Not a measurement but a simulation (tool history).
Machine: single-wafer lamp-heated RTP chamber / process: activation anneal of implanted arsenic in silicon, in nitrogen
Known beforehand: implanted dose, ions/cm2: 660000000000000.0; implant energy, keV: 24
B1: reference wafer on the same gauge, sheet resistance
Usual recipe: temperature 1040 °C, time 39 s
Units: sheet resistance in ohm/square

run 1 hour=0 | temperature=1040 time=26 | B1=198.15 | sheet_resistance=171.59
run 2 hour=213.3 | temperature=1040 time=39 | B1=198.01 | sheet_resistance=168.76
run 3 hour=240.9 | temperature=1040 time=39 | B1=198.15 | sheet_resistance=167.78
run 4 hour=265.4 | temperature=1040 time=39 | B1=198.03 | sheet_resistance=168.46
run 5 hour=329.2 | temperature=1040 time=39 | B1=198.13 | sheet_resistance=168.27
run 6 hour=386.3 | temperature=1060 time=51 | B1=198.01 | sheet_resistance=162.82
run 7 hour=438.3 | temperature=1060 time=51 | B1=197.92 | sheet_resistance=162.9
run 8 hour=496.3 | temperature=1022 time=39 | B1=197.93 | sheet_resistance=170.98
run 9 hour=629.8 | temperature=1040 time=39 | B1=197.94 | sheet_resistance=167.36
run 10 hour=660.7 | temperature=1040 time=39 | B1=198.01 | sheet_resistance=168.36
run 11 hour=715.9 | temperature=1040 time=39 | B1=198.01 | sheet_resistance=167.07
run 12 hour=786.9 | temperature=1040 time=39 | B1=198.05 | sheet_resistance=166.25
run 13 hour=820.5 | temperature=1040 time=39 | B1=198.19 | sheet_resistance=166.33
run 14 hour=876.5 | temperature=1057 time=39 | B1=197.96 | sheet_resistance=165.25
run 15 hour=924.3 | temperature=1040 time=39 | B1=198.22 | sheet_resistance=168.71
run 16 hour=978.2 | temperature=1040 time=29 | B1=197.94 | sheet_resistance=170.17
run 17 hour=1032.3 | temperature=1060 time=39 | B1=197.85 | sheet_resistance=164.96
run 18 hour=1092.2 | temperature=1017 time=62 | B1=198.11 | sheet_resistance=168.41
run 19 hour=1145.6 | temperature=1040 time=62 | B1=197.9 | sheet_resistance=164.5
run 20 hour=1212 | temperature=1040 time=61 | B1=198.07 | sheet_resistance=164.41
run 21 hour=1251.9 | temperature=1058 time=39 | B1=197.94 | sheet_resistance=165.17
run 22 hour=1284 | temperature=1062 time=55 | B1=198.07 | sheet_resistance=161.28
run 23 hour=1320.9 | temperature=1040 time=39 | B1=198.31 | sheet_resistance=168.67
run 24 hour=1385.9 | temperature=1068 time=54 | B1=197.96 | sheet_resistance=159.49
run 25 hour=1444.6 | temperature=1040 time=39 | B1=197.97 | sheet_resistance=167.29
run 26 hour=1479.2 | temperature=1030 time=52 | B1=197.9 | sheet_resistance=167.89
run 27 hour=1536.5 | temperature=1053 time=39 | B1=197.97 | sheet_resistance=165.54
run 28 hour=1583.4 | temperature=1040 time=39 | B1=197.83 | sheet_resistance=167.84
run 29 hour=1723.9 | temperature=1053 time=39 | B1=197.81 | sheet_resistance=166.75

Missing from the log above: 10 entries noted between runs. For each, name the pair of listed runs it sits between and say how the tool's hidden condition differs from the listed run just before to the listed run just after:
Logged between run 1 and run 2: reflector plate cleaned (hour 179.8)
  wafer temperature error from the tarnished reflector plate, K: 0.971 -> 0.0726
  measured value less the no-hidden-state value, sheet resistance: -0.16 -> -0.01 ohm/square
Logged between run 3 and run 4: gauge calibrated (hour 253.7)
  wafer temperature error from the tarnished reflector plate, K: 0.152 -> 0.262
  measured value less the no-hidden-state value, sheet resistance: -0.02 -> -0.05 ohm/square
Logged between run 6 and run 7: pyrometer window cleaned and pyrometer calibrated (hour 437.8)
  wafer temperature error from the tarnished reflector plate, K: 1.34 -> 2.07
  measured value less the no-hidden-state value, sheet resistance: -0.27 -> -0.42 ohm/square
Logged between run 8 and run 9: reflector plate cleaned (hour 512.8)
  wafer temperature error from the tarnished reflector plate, K: 3.09 -> 7
  measured value less the no-hidden-state value, sheet resistance: -0.53 -> -1.27 ohm/square
Logged between run 13 and run 14: reflector plate cleaned, repeated, since the last time left the tool worse (hour 876)
  wafer temperature error from the tarnished reflector plate, K: 9.46 -> 0.37
  measured value less the no-hidden-state value, sheet resistance: -1.72 -> -0.07 ohm/square
Logged between run 17 and run 18: pyrometer window cleaned and pyrometer calibrated (hour 1066)
  wafer temperature error from the tarnished reflector plate, K: 1.11 -> 1.79
  measured value less the no-hidden-state value, sheet resistance: -0.21 -> -0.32 ohm/square
Logged between run 20 and run 21: reflector plate cleaned (hour 1221.9); gauge calibrated (hour 1236.8)
  wafer temperature error from the tarnished reflector plate, K: 3.81 -> 0.0797
  measured value less the no-hidden-state value, sheet resistance: -0.74 -> -0.02 ohm/square
Logged between run 27 and run 28: reflector plate cleaned (hour 1568.2)
  wafer temperature error from the tarnished reflector plate, K: 3.06 -> 0.466
  measured value less the no-hidden-state value, sheet resistance: -0.58 -> -0.08 ohm/square
Logged between run 28 and run 29: pyrometer window cleaned and pyrometer calibrated (hour 1593.8)
  wafer temperature error from the tarnished reflector plate, K: 0.466 -> 1.2
  measured value less the no-hidden-state value, sheet resistance: -0.08 -> -0.23 ohm/square
